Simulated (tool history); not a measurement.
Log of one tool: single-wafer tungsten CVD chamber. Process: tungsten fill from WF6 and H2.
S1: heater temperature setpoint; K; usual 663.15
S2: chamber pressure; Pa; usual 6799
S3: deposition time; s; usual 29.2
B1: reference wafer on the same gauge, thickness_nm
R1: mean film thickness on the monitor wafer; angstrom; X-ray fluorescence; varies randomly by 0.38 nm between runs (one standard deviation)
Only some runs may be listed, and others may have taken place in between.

run 1 hour=0 | S1=663.15 S2=6799 S3=29.2 | B1=108.211 | R1=921.54
run 2 hour=30.7 | S1=655.15 S2=6799 S3=29.2 | B1=108.171 | R1=777.33
run 3 hour=63.7 | S1=663.15 S2=6799 S3=29.2 | B1=108.161 | R1=926.95
run 4 hour=110 | S1=654.15 S2=6799 S3=32.6 | B1=108.187 | R1=840.36
run 5 hour=170.9 | S1=663.15 S2=6799 S3=29.2 | B1=108.116 | R1=931.06
run 6 hour=222 | S1=663.15 S2=6799 S3=29.2 | B1=108.224 | R1=926.31
run 7 hour=261.2 | S1=663.15 S2=6799 S3=29.2 | B1=108.177 | R1=929.09
run 8 hour=331.2 | S1=663.15 S2=6799 S3=29.2 | B1=108.159 | R1=926.04
run 9 hour=383.1 | S1=663.15 S2=6799 S3=30.4 | B1=108.188 | R1=968.28
-- hour=385.8 gauge calibrated
run 10 hour=436.3 | S1=663.15 S2=6799 S3=30.4 | B1=108.161 | R1=968.38
run 11 hour=464.3 | S1=663.15 S2=6799 S3=29.2 | B1=108.227 | R1=927.49
run 12 hour=494.6 | S1=658.15 S2=6799 S3=29.2 | B1=108.24 | R1=831.91
run 13 hour=558.3 | S1=658.15 S2=6799 S3=29.2 | B1=108.218 | R1=830.85
run 14 hour=607.1 | S1=658.15 S2=6799 S3=29.2 | B1=108.258 | R1=827.7
run 15 hour=646.9 | S1=663.15 S2=6799 S3=29.2 | B1=108.301 | R1=932.19
-- hour=665.4 showerhead replaced
run 16 hour=686 | S1=663.15 S2=6799 S3=29.2 | B1=108.171 | R1=932.08
run 17 hour=738 | S1=652.15 S2=8239 S3=29.2 | B1=108.197 | R1=797.15
run 18 hour=796.5 | S1=663.15 S2=6799 S3=25 | B1=108.186 | R1=793.32
-- hour=872 thermocouple changed; heater temperature recalibrated
run 19 hour=872.5 | S1=663.15 S2=6799 S3=29.2 | B1=108.163 | R1=929.65
run 20 hour=911.5 | S1=663.15 S2=7639 S3=33.6 | B1=108.242 | R1=1128.91
-- hour=919.9 capacitance manometer re-zeroed and calibrated
run 21 hour=941.3 | S1=663.15 S2=7906 S3=24.4 | B1=108.247 | R1=834.82
run 22 hour=974.4 | S1=671.15 S2=8053 S3=23.4 | B1=108.192 | R1=956.23
run 23 hour=1006.2 | S1=670.15 S2=5600 S3=24.9 | B1=108.166 | R1=831.42
run 24 hour=1054.2 | S1=663.15 S2=6799 S3=29.2 | B1=108.193 | R1=925.28
run 25 hour=1095 | S1=663.15 S2=6799 S3=31.5 | B1=108.196 | R1=1003.77
run 26 hour=1120.3 | S1=663.15 S2=6279 S3=29.2 | B1=108.17 | R1=892.75
run 27 hour=1145 | S1=656.15 S2=6799 S3=25.7 | B1=108.195 | R1=693.6
run 28 hour=1174.4 | S1=663.15 S2=6799 S3=29.2 | B1=108.21 | R1=929.48
run 29 hour=1242.2 | S1=674.15 S2=6799 S3=29.2 | B1=108.217 | R1=1175.74

Forecast run 30:
run 30 hour=1309.1 | S1=663.15 S2=6799 S3=29.2 | B1=? | R1=?

B1: 108.229
R1: 932.13 angstrom
Were there no unlogged condition in the tool, this run, its random variation unchanged, would have produced R1 932.13 angstrom.
